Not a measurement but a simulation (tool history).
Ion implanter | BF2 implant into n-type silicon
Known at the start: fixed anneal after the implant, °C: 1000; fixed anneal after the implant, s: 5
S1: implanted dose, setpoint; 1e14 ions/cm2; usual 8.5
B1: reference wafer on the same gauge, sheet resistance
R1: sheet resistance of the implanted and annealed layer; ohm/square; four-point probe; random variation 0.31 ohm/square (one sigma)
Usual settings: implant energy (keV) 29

{"run": 1, "hour": 0.0, "S1": 8.5, "implant energy (keV)": 29, "B1": 181.1, "R1": 205.05}
{"run": 2, "hour": 40.7, "S1": 8.5, "implant energy (keV)": 29, "B1": 181.12, "R1": 205.05}
{"run": 3, "hour": 82.8, "S1": 8.5, "implant energy (keV)": 29, "B1": 181.04, "R1": 205.3}
{"run": 4, "hour": 139.4, "S1": 8.5, "implant energy (keV)": 29, "B1": 181.07, "R1": 205.34}
{"run": 5, "hour": 206.8, "S1": 8.5, "implant energy (keV)": 29, "B1": 180.95, "R1": 205.6}
{"run": 6, "hour": 248.8, "S1": 8.5, "implant energy (keV)": 29, "B1": 180.97, "R1": 205.56}
{"run": 7, "hour": 297.0, "S1": 8.5, "implant energy (keV)": 25, "B1": 180.9, "R1": 222.12}
{"run": 8, "hour": 353.3, "S1": 8.5, "implant energy (keV)": 25, "B1": 181.03, "R1": 221.45}
{"run": 9, "hour": 394.4, "S1": 8.5, "implant energy (keV)": 25, "B1": 181.02, "R1": 222.05}
{"run": 10, "hour": 465.7, "S1": 10.08, "implant energy (keV)": 29, "B1": 181.03, "R1": 196.27}
{"run": 11, "hour": 507.3, "S1": 10.08, "implant energy (keV)": 29, "B1": 181.01, "R1": 196.38}
{"run": 12, "hour": 543.3, "S1": 10.08, "implant energy (keV)": 29, "B1": 181.02, "R1": 196.16}
{"run": 13, "hour": 569.8, "S1": 8.5, "implant energy (keV)": 29, "B1": 181.05, "R1": 206.15}
{"hour": 601.2, "done": "Faraday cup replaced and dose calibrated"}
{"run": 14, "hour": 611.5, "S1": 8.5, "implant energy (keV)": 29, "B1": 180.91, "R1": 204.83}
{"run": 15, "hour": 677.7, "S1": 9.6, "implant energy (keV)": 33, "B1": 180.98, "R1": 184.99}
{"run": 16, "hour": 724.1, "S1": 10.1, "implant energy (keV)": 19.5, "B1": 180.95, "R1": 244.05}
{"run": 17, "hour": 756.7, "S1": 8.5, "implant energy (keV)": 29, "B1": 181.13, "R1": 205.26}
{"run": 18, "hour": 783.9, "S1": 8.5, "implant energy (keV)": 29, "B1": 180.93, "R1": 204.93}
{"run": 19, "hour": 841.2, "S1": 10.64, "implant energy (keV)": 35.5, "B1": 181.04, "R1": 173.65}
{"run": 20, "hour": 883.4, "S1": 7.36, "implant energy (keV)": 37, "B1": 181.05, "R1": 196.02}
{"run": 21, "hour": 949.1, "S1": 8.5, "implant energy (keV)": 29, "B1": 181, "R1": 205.38}
{"run": 22, "hour": 1019.5, "S1": 8.5, "implant energy (keV)": 29, "B1": 180.96, "R1": 205.11}
{"run": 23, "hour": 1085.3, "S1": 9.37, "implant energy (keV)": 29, "B1": 181.06, "R1": 199.93}
{"run": 24, "hour": 1154.4, "S1": 6.26, "implant energy (keV)": 29, "B1": 180.99, "R1": 232.65}
{"hour": 1202.8, "done": "gauge calibrated"}
{"run": 25, "hour": 1214.8, "S1": 7.34, "implant energy (keV)": 36.5, "B1": 180.97, "R1": 197.37}
{"run": 26, "hour": 1276.3, "S1": 10.08, "implant energy (keV)": 29, "B1": 180.81, "R1": 196.35}
{"hour": 1288.2, "done": "extraction supply calibrated"}
{"run": 27, "hour": 1348.3, "S1": 10.87, "implant energy (keV)": 19, "B1": 180.97, "R1": 238.16}
{"run": 28, "hour": 1401.9, "S1": 9.37, "implant energy (keV)": 29, "B1": 181.14, "R1": 194.5}
{"run": 29, "hour": 1459.8, "S1": 6.52, "implant energy (keV)": 20.5, "B1": 180.95, "R1": 259.86}
{"run": 30, "hour": 1484.4, "S1": 9.77, "implant energy (keV)": 20.5, "B1": 180.97, "R1": 232.87}
{"run": 31, "hour": 1512.2, "S1": 7.33, "implant energy (keV)": 19.5, "B1": 181.07, "R1": 255.88}
{"run": 32, "hour": 1541.1, "S1": 8.5, "implant energy (keV)": 29, "B1": 181.06, "R1": 200.72}
{"run": 33, "hour": 1576.0, "S1": 10.64, "implant energy (keV)": 38, "B1": 181.13, "R1": 163.78}
{"run": 34, "hour": 1618.9, "S1": 8.5, "implant energy (keV)": 21.5, "B1": 181.11, "R1": 234.61}
{"run": 35, "hour": 1652.3, "S1": 6.89, "implant energy (keV)": 26, "B1": 180.97, "R1": 229.33}
{"run": 36, "hour": 1691.1, "S1": 8.5, "implant energy (keV)": 29, "B1": 180.92, "R1": 200.77}
{"run": 37, "hour": 1720.8, "S1": 6.83, "implant energy (keV)": 29, "B1": 181, "R1": 220.1}
{"run": 38, "hour": 1765.3, "S1": 7.31, "implant energy (keV)": 21, "B1": 181.09, "R1": 247.81}

3 ways to go on from here, each from the tool as it stands after run 38. What would each give?
{"run": "A", "hour": 1765.7, "S1": 8.5, "implant energy (keV)": 29, "B1": "?", "R1": "?"}
{"run": "B", "hour": 1765.7, "S1": 10.8, "implant energy (keV)": 38, "B1": "?", "R1": "?"}
{"run": "C", "hour": 1765.7, "S1": 9.78, "implant energy (keV)": 29, "B1": "?", "R1": "?"}

run=A B1=181.02 R1=201.92
run=B B1=181.02 R1=164.07
run=C B1=181.02 R1=193.55
Without the tool's hidden state the same runs would have given:
run=A R1=200.81
run=B R1=163.26
run=C R1=192.77
